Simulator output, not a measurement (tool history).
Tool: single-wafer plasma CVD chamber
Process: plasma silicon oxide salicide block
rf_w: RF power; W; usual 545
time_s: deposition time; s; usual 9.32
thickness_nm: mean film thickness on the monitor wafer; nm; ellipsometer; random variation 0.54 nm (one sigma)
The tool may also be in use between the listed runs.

run    hour  rf_w  time_s  read-back reference wafer on the same gauge, thickness_nm  thickness_nm
  1       0   545    9.32                                                    116.871        100.72
  2   184.7   620    9.32                                                    117.044       104.636
  3   279.3   620    9.32                                                    117.115       104.664
  4   318.2   615    9.32                                                     116.97       104.967
  5   394.5   545    9.32                                                    116.918       101.688
  6   434.4   545    9.32                                                    116.932       101.308
  7   679.2   545    9.32                                                    117.312       100.766
  8   752.6   510    9.32                                                    117.089        99.734
  9     826   630    7.59                                                    116.941        85.378
 10   918.9   545    9.32                                                    116.742       100.041
 11    1109   545   10.61                                                    117.169       115.957
 12  1183.1   545    9.32                                                    116.838       102.167
 13  1275.6   545    9.32                                                    117.036       101.776
 14  1337.1   645     9.8                                                    116.853       110.285
 15  1417.2   460    9.82                                                    116.865       102.637
 16  1456.1   495    9.32                                                    117.115        98.973
 17  1562.3   465    8.19                                                    116.819        84.115

Not shown: 3 entries that the log had between the listed runs. Between which runs, and how does the tool's hidden state differ before and after?
Between runs 6 and 7: RF generator calibrated (hour 472.5)
  no hidden state differs between the two runs
Between runs 10 and 11: gauge calibrated (hour 1011.2)
  no hidden state differs between the two runs
Between runs 12 and 13: showerhead replaced (hour 1228.7)
  no hidden state differs between the two runs
